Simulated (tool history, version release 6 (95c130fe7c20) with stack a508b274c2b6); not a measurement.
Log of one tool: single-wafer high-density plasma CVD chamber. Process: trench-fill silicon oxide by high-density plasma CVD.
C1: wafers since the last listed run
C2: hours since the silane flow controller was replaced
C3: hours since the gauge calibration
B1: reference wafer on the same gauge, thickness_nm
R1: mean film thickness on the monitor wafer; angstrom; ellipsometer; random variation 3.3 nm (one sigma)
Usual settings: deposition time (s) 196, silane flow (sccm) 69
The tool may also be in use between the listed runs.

run 1 hour=0.0 | deposition_time_(s)=196 silane_flow_(sccm)=69 | C1=0 C2=1680.4 C3=196.3 | B1=1139.521 | R1=14413.64
run 2 hour=11.2 | deposition_time_(s)=196 silane_flow_(sccm)=69 | C1=76 C2=1691.6 C3=207.5 | B1=1141.409 | R1=14392.02
run 3 hour=38.9 | deposition_time_(s)=196 silane_flow_(sccm)=69 | C1=189 C2=1719.3 C3=235.2 | B1=1140.218 | R1=14465.53
run 4 hour=55.9 | deposition_time_(s)=196 silane_flow_(sccm)=69 | C1=116 C2=1736.3 C3=252.2 | B1=1139.505 | R1=14410.03
run 5 hour=70.8 | deposition_time_(s)=196 silane_flow_(sccm)=61 | C1=101 C2=1751.2 C3=267.1 | B1=1140.337 | R1=12994.87
run 6 hour=84.5 | deposition_time_(s)=196 silane_flow_(sccm)=61 | C1=93 C2=1764.9 C3=280.8 | B1=1139.941 | R1=12973.63
run 7 hour=92.2 | deposition_time_(s)=196 silane_flow_(sccm)=61 | C1=52 C2=1772.6 C3=288.5 | B1=1139.926 | R1=12981.68
run 8 hour=107.1 | deposition_time_(s)=196 silane_flow_(sccm)=69 | C1=101 C2=1787.5 C3=303.4 | B1=1140.641 | R1=14453.16
run 9 hour=122.6 | deposition_time_(s)=196 silane_flow_(sccm)=69 | C1=105 C2=1803.0 C3=318.9 | B1=1140.026 | R1=14419.26
run 10 hour=137.4 | deposition_time_(s)=196 silane_flow_(sccm)=69 | C1=101 C2=1817.8 C3=333.7 | B1=1140.522 | R1=14476.07
run 11 hour=154.6 | deposition_time_(s)=196 silane_flow_(sccm)=69 | C1=117 C2=1835.0 C3=350.9 | B1=1141.002 | R1=14463.77
run 12 hour=168.0 | deposition_time_(s)=196 silane_flow_(sccm)=69 | C1=91 C2=1848.4 C3=364.3 | B1=1139.629 | R1=14451.37
run 13 hour=179.1 | deposition_time_(s)=213 silane_flow_(sccm)=69 | C1=75 C2=1859.5 C3=375.4 | B1=1140.699 | R1=15704.40
-- hour=180.5 gauge calibrated
run 14 hour=190.5 | deposition_time_(s)=173 silane_flow_(sccm)=69 | C1=77 C2=1870.9 C3=10.0 | B1=1140.115 | R1=12806.13
run 15 hour=197.3 | deposition_time_(s)=223 silane_flow_(sccm)=64 | C1=46 C2=1877.7 C3=16.8 | B1=1140.470 | R1=15474.35
run 16 hour=247.3 | deposition_time_(s)=196 silane_flow_(sccm)=69 | C1=341 C2=1927.7 C3=66.8 | B1=1140.241 | R1=14515.36
run 17 hour=260.5 | deposition_time_(s)=178 silane_flow_(sccm)=80 | C1=90 C2=1940.9 C3=80.0 | B1=1140.339 | R1=15066.10
-- hour=269.0 silane flow controller replaced
run 18 hour=273.8 | deposition_time_(s)=180 silane_flow_(sccm)=69 | C1=36 C2=4.8 C3=93.3 | B1=1141.818 | R1=12481.45
run 19 hour=288.5 | deposition_time_(s)=196 silane_flow_(sccm)=69 | C1=100 C2=19.5 C3=108.0 | B1=1140.071 | R1=13597.53
run 20 hour=305.2 | deposition_time_(s)=208 silane_flow_(sccm)=63 | C1=114 C2=36.2 C3=124.7 | B1=1141.213 | R1=13238.25
run 21 hour=315.8 | deposition_time_(s)=196 silane_flow_(sccm)=80 | C1=72 C2=46.8 C3=135.3 | B1=1140.608 | R1=15524.04
run 22 hour=322.3 | deposition_time_(s)=173 silane_flow_(sccm)=77 | C1=44 C2=53.3 C3=141.8 | B1=1140.320 | R1=13124.31
run 23 hour=330.7 | deposition_time_(s)=209 silane_flow_(sccm)=57 | C1=57 C2=61.7 C3=150.2 | B1=1140.132 | R1=12298.30
run 24 hour=346.4 | deposition_time_(s)=196 silane_flow_(sccm)=58 | C1=107 C2=77.4 C3=165.9 | B1=1139.178 | R1=11715.82
run 25 hour=353.9 | deposition_time_(s)=223 silane_flow_(sccm)=82 | C1=51 C2=84.9 C3=173.4 | B1=1139.855 | R1=17964.21
run 26 hour=371.4 | deposition_time_(s)=161 silane_flow_(sccm)=60 | C1=119 C2=102.4 C3=190.9 | B1=1138.675 | R1=9877.10
run 27 hour=384.4 | deposition_time_(s)=175 silane_flow_(sccm)=59 | C1=88 C2=115.4 C3=203.9 | B1=1139.551 | R1=10620.07
run 28 hour=391.8 | deposition_time_(s)=178 silane_flow_(sccm)=56 | C1=50 C2=122.8 C3=211.3 | B1=1139.917 | R1=10322.87
run 29 hour=404.4 | deposition_time_(s)=196 silane_flow_(sccm)=69 | C1=86 C2=135.4 C3=223.9 | B1=1139.646 | R1=13547.83

5 ways to go on from here, each from the tool as it stands after run 29. What would each give?
run A hour=404.9 | deposition_time_(s)=159 silane_flow_(sccm)=69 | C1=3 C2=135.9 C3=224.4 | B1=? | R1=?
run B hour=404.9 | deposition_time_(s)=226 silane_flow_(sccm)=62 | C1=3 C2=135.9 C3=224.4 | B1=? | R1=?
run C hour=404.9 | deposition_time_(s)=158 silane_flow_(sccm)=77 | C1=3 C2=135.9 C3=224.4 | B1=? | R1=?
run D hour=404.9 | deposition_time_(s)=210 silane_flow_(sccm)=62 | C1=3 C2=135.9 C3=224.4 | B1=? | R1=?
run E hour=404.9 | deposition_time_(s)=175 silane_flow_(sccm)=79 | C1=3 C2=135.9 C3=224.4 | B1=? | R1=?

run=A B1=1139.867 R1=11039.98
run=B B1=1139.867 R1=14297.45
run=C B1=1139.867 R1=12084.81
run=D B1=1139.867 R1=13285.24
run=E B1=1139.867 R1=13693.61
Without the tool's hidden state the same runs would have given:
run=A R1=11073.50
run=B R1=14340.86
run=C R1=12121.51
run=D R1=13325.58
run=E R1=13735.19
